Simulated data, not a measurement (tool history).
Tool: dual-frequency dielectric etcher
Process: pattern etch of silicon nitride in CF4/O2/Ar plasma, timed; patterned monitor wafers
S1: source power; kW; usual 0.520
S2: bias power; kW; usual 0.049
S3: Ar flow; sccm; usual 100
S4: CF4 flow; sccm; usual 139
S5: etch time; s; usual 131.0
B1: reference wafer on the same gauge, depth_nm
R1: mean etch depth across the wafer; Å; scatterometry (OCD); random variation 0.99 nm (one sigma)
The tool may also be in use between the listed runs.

run 1 hour=0.0 | S1=0.460 S2=0.049 S3=100 S4=139 S5=131.0 | B1=351.1 | R1=2507
run 2 hour=23.5 | S1=0.520 S2=0.049 S3=100 S4=139 S5=131.0 | B1=350.9 | R1=2877
run 3 hour=50.1 | S1=0.520 S2=0.049 S3=100 S4=152 S5=131.0 | B1=351.2 | R1=2877
run 4 hour=78.3 | S1=0.520 S2=0.049 S3=100 S4=152 S5=131.0 | B1=350.8 | R1=2872
run 5 hour=105.2 | S1=0.520 S2=0.049 S3=100 S4=152 S5=131.0 | B1=350.8 | R1=2849
run 6 hour=136.9 | S1=0.520 S2=0.049 S3=100 S4=139 S5=146.5 | B1=351.1 | R1=3177
-- hour=164.9 CF4 flow controller replaced
-- hour=189.2 upper electrode replaced
run 7 hour=189.7 | S1=0.520 S2=0.049 S3=100 S4=139 S5=146.5 | B1=351.0 | R1=3144
run 8 hour=204.4 | S1=0.470 S2=0.044 S3=100 S4=164 S5=94.5 | B1=351.0 | R1=1796
-- hour=244.9 wet clean of the chamber
run 9 hour=245.4 | S1=0.520 S2=0.049 S3=100 S4=139 S5=146.5 | B1=351.2 | R1=3274
-- hour=251.3 bias power generator calibrated
-- hour=253.7 Ar flow controller replaced
run 10 hour=263.8 | S1=0.450 S2=0.049 S3=100 S4=139 S5=158.0 | B1=351.1 | R1=3018
run 11 hour=298.6 | S1=0.520 S2=0.049 S3=100 S4=166 S5=131.0 | B1=350.7 | R1=2971
-- hour=303.1 source power generator calibrated
-- hour=317.4 gauge calibrated
run 12 hour=326.2 | S1=0.520 S2=0.049 S3=118 S4=122 S5=113.0 | B1=350.9 | R1=2414
run 13 hour=359.8 | S1=0.520 S2=0.049 S3=100 S4=152 S5=131.0 | B1=351.1 | R1=2933
run 14 hour=392.3 | S1=0.520 S2=0.049 S3=100 S4=139 S5=146.5 | B1=351.1 | R1=3222
run 15 hour=417.4 | S1=0.560 S2=0.041 S3=100 S4=139 S5=131.0 | B1=350.9 | R1=2977

Forecast each of these 3 alternatives for the next run:
run A hour=417.9 | S1=0.520 S2=0.049 S3=100 S4=139 S5=131.0 | B1=? | R1=?
run B hour=417.9 | S1=0.520 S2=0.054 S3=100 S4=139 S5=113.0 | B1=? | R1=?
run C hour=417.9 | S1=0.450 S2=0.040 S3=100 S4=139 S5=148.0 | B1=? | R1=?

run=A B1=351.0 R1=2865
run=B B1=351.0 R1=2528
run=C B1=351.0 R1=2650
Without the tool's hidden state the same runs would have given:
run=A R1=2927
run=B R1=2582
run=C R1=2707
